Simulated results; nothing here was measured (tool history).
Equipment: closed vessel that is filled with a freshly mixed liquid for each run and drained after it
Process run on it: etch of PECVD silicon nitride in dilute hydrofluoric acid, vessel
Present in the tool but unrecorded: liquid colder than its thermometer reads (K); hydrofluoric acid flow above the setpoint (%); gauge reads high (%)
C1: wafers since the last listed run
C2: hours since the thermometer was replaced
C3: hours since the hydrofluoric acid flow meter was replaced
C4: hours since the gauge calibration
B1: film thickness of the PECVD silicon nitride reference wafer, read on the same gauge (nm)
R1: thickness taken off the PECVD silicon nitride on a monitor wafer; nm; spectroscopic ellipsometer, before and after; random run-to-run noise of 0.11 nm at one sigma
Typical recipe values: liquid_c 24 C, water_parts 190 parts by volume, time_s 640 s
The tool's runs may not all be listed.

Run 1, hour 0: usual settings; C1 0; C2 372.2; C3 213.3; C4 555.2; B1 119.98. Result: R1 13.23 nm.
Run 2, hour 38.8: usual settings; C1 3119; C2 411; C3 252.1; C4 594; B1 119.97. Result: R1 13.27 nm.
Run 3, hour 142.3: usual settings; C1 8320; C2 514.5; C3 355.6; C4 697.5; B1 119.99. Result: R1 13.49 nm.
Run 4, hour 181.3: usual settings; C1 3135; C2 553.5; C3 394.6; C4 736.5; B1 119.99. Result: R1 13.17 nm.
Run 5, hour 268: usual settings; C1 6970; C2 640.2; C3 481.3; C4 823.2; B1 119.99. Result: R1 13.2 nm.
Run 6, hour 309.5: usual settings; C1 3336; C2 681.7; C3 522.8; C4 864.7; B1 120.02. Result: R1 13.36 nm.
At hour 317.4: thermometer replaced.
Run 7, hour 347: usual settings but time_s 540 s; C1 2934; C2 29.6; C3 560.3; C4 902.2; B1 119.99. Result: R1 11.17 nm.
Run 8, hour 419.1: usual settings but time_s 540 s; C1 5796; C2 101.7; C3 632.4; C4 974.3; B1 119.99. Result: R1 11.17 nm.
Run 9, hour 474.4: usual settings but time_s 540 s; C1 4445; C2 157; C3 687.7; C4 1029.6; B1 120.04. Result: R1 11.15 nm.
Run 10, hour 571.7: usual settings; C1 7822; C2 254.3; C3 785; C4 1126.9; B1 120. Result: R1 13.25 nm.
Run 11, hour 672.1: usual settings; C1 8071; C2 354.7; C3 885.4; C4 1227.3; B1 119.99. Result: R1 13.14 nm.
Run 12, hour 758.8: usual settings; C1 6970; C2 441.4; C3 972.1; C4 1314; B1 120.01. Result: R1 13.22 nm.
Run 13, hour 794.9: usual settings; C1 2902; C2 477.5; C3 1008.2; C4 1350.1; B1 119.97. Result: R1 13.34 nm.
Run 14, hour 833: usual settings; C1 3062; C2 515.6; C3 1046.3; C4 1388.2; B1 120. Result: R1 13.34 nm.
At hour 891.9: thermometer replaced.
At hour 998.3: gauge calibrated.
At hour 1145.3: hydrofluoric acid flow meter replaced.
Run 15, hour 1156.9: usual settings; C1 25878; C2 265; C3 11.6; C4 158.6; B1 120.02. Result: R1 13 nm.
Run 16, hour 1262.1: usual settings but liquid_c 26 C, water_parts 275 parts by volume; C1 8457; C2 370.2; C3 116.8; C4 263.8; B1 120. Result: R1 10.46 nm.
Run 17, hour 1345.9: usual settings but liquid_c 19.5 C, time_s 285 s; C1 6736; C2 454; C3 200.6; C4 347.6; B1 120.02. Result: R1 4.4 nm.
Run 18, hour 1417.8: usual settings but water_parts 260 parts by volume, time_s 460 s; C1 5780; C2 525.9; C3 272.5; C4 419.5; B1 119.97. Result: R1 6.94 nm.
Run 19, hour 1457.8: usual settings; C1 3215; C2 565.9; C3 312.5; C4 459.5; B1 119.97. Result: R1 13.32 nm.
At hour 1473.1: thermometer replaced.
Run 20, hour 1555.8: usual settings but liquid_c 26 C, time_s 430 s; C1 7798; C2 82.7; C3 410.5; C4 557.5; B1 120.03. Result: R1 10.01 nm.
Run 21, hour 1596.5: usual settings but water_parts 125 parts by volume; C1 3272; C2 123.4; C3 451.2; C4 598.2; B1 120.02. Result: R1 19.85 nm.
Run 22, hour 1704.1: usual settings but liquid_c 25.5 C, water_parts 270 parts by volume; C1 8650; C2 231; C3 558.8; C4 705.8; B1 120.01. Result: R1 10.31 nm.
Run 23, hour 1771.4: usual settings but water_parts 110 parts by volume, time_s 830 s; C1 5410; C2 298.3; C3 626.1; C4 773.1; B1 119.98. Result: R1 28.84 nm.
Run 24, hour 1834.9: usual settings but liquid_c 28.5 C; C1 5104; C2 361.8; C3 689.6; C4 836.6; B1 120.03. Result: R1 17.47 nm.
Run 25, hour 1875.1: usual settings but liquid_c 25.5 C, water_parts 270 parts by volume; C1 3231; C2 402; C3 729.8; C4 876.8; B1 119.99. Result: R1 10.26 nm.
Run 26, hour 1939.6: usual settings but liquid_c 25.5 C, water_parts 150 parts by volume, time_s 490 s; C1 5185; C2 466.5; C3 794.3; C4 941.3; B1 120.01. Result: R1 13.93 nm.
Run 27, hour 2012: usual settings but liquid_c 21.5 C, water_parts 115 parts by volume, time_s 845 s; C1 5820; C2 538.9; C3 866.7; C4 1013.7; B1 120. Result: R1 24.43 nm.
Run 28, hour 2063.8: usual settings but liquid_c 26.5 C, water_parts 285 parts by volume, time_s 365 s; C1 4164; C2 590.7; C3 918.5; C4 1065.5; B1 120.04. Result: R1 5.84 nm.

State the hidden condition of the tool at each of the runs:
liquid colder than its thermometer reads (K): 0 across all the runs
hydrofluoric acid flow above the setpoint (%): 0 across all the runs
gauge reads high (%): 0 across all the runs
